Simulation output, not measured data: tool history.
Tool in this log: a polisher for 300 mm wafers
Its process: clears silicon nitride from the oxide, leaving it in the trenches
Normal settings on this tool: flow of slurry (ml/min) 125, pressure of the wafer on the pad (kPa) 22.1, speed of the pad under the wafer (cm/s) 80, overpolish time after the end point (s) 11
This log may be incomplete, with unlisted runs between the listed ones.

run,hour,flow of slurry (ml/min),pressure of the wafer on the pad (kPa),speed of the pad under the wafer (cm/s),overpolish time after the end point (s),"incoming thickness of the incoming film, nm",time until the end point was called (s)
1,0.0,125,22.1,80,11,96.0,114.1
2,36.1,125,22.1,80,11,95.8,114.6
# hour 67.1: head pressure recalibrated
3,80.8,125,22.1,80,11,95.3,118.7
# hour 120.6: slurry nozzle cleaned
# hour 121.1: worn pad replaced by a new one
4,140.3,125,22.1,80,11,95.2,111.8
5,183.1,125,22.1,80,11,97.1,112.1
6,263.4,125,22.1,80,11,94.3,110.7
7,301.4,125,22.1,80,11,96.3,116.6
# hour 349.3: worn pad replaced by a new one
8,352.7,125,22.1,80,11,94.6,118.6
# hour 383.1: slurry nozzle cleaned
9,398.4,125,22.1,80,11,95.5,110.2
10,480.3,125,22.1,80,11,94.7,111.6
11,544.8,125,22.1,80,11,95.3,114.7
# hour 588.4: worn pad replaced by a new one
12,588.9,160,17.9,80,15,96.2,140.9
# hour 643.4: head pressure recalibrated
13,644.0,125,22.1,80,16,94.7,119.3
# hour 671.4: slurry nozzle cleaned
14,749.5,125,22.1,80,11,95.0,111.4
15,793.5,125,14.5,80,11,95.5,172.1
# hour 814.8: worn pad replaced by a new one
16,875.2,80,19.3,80,14,96.1,148.5
# hour 915.0: slurry nozzle cleaned
17,930.1,125,17.2,62,16,94.2,180.5
18,970.6,85,22.1,80,11,96.0,122.0
# hour 1003.3: worn pad replaced by a new one
19,1073.7,125,16.5,80,11,96.2,154.9

Here are 4 independent what-if runs from the current tool condition. What would each one return?
A,1074.2,155,22.1,80,11,93.5,?
B,1074.2,145,20.0,60,16,93.5,?
C,1074.2,90,22.1,80,11,93.5,?
D,1074.2,105,26.2,58,11,93.5,?

run,time until the end point was called (s)
A,107.2
B,159.7
C,120.4
D,134.8
With the hidden condition removed and each run's random variation left untouched, the same runs would have given:
run,time until the end point was called (s)
A,104.1
B,154.8
C,115.0
D,129.4
